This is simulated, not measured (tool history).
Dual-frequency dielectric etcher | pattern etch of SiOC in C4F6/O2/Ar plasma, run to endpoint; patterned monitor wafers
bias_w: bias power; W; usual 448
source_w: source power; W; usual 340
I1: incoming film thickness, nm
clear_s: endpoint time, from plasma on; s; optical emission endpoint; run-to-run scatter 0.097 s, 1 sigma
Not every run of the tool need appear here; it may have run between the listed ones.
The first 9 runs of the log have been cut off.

run 10 hour=115.5 | bias_w=375 source_w=290 | I1=42.84 | clear_s=17.9
-- hour=120.2 source power generator calibrated
run 11 hour=121.9 | bias_w=375 source_w=290 | I1=42.96 | clear_s=17.7
run 12 hour=130.9 | bias_w=470 source_w=280 | I1=43.29 | clear_s=16.9
run 13 hour=146.5 | bias_w=470 source_w=280 | I1=43.11 | clear_s=16.6
run 14 hour=156.8 | bias_w=470 source_w=280 | I1=42.76 | clear_s=16.6
run 15 hour=170.3 | bias_w=411 source_w=270 | I1=43.05 | clear_s=17.7
run 16 hour=203.1 | bias_w=528 source_w=410 | I1=43.11 | clear_s=13.7
-- hour=232.7 upper electrode replaced
run 17 hour=233.2 | bias_w=415 source_w=360 | I1=43.17 | clear_s=15.7
run 18 hour=233.5 | bias_w=408 source_w=390 | I1=43.20 | clear_s=15.5
run 19 hour=243.8 | bias_w=477 source_w=400 | I1=43.02 | clear_s=14.5
run 20 hour=255.2 | bias_w=448 source_w=400 | I1=42.55 | clear_s=14.4

What does the tool deliver on the next run?
run 21 hour=263.3 | bias_w=448 source_w=340 | I1=43.12 | clear_s=?

For run 21 the tool returned clear_s 15.6 s.
Without the tool's hidden state the same run would have given clear_s 16.0 s.
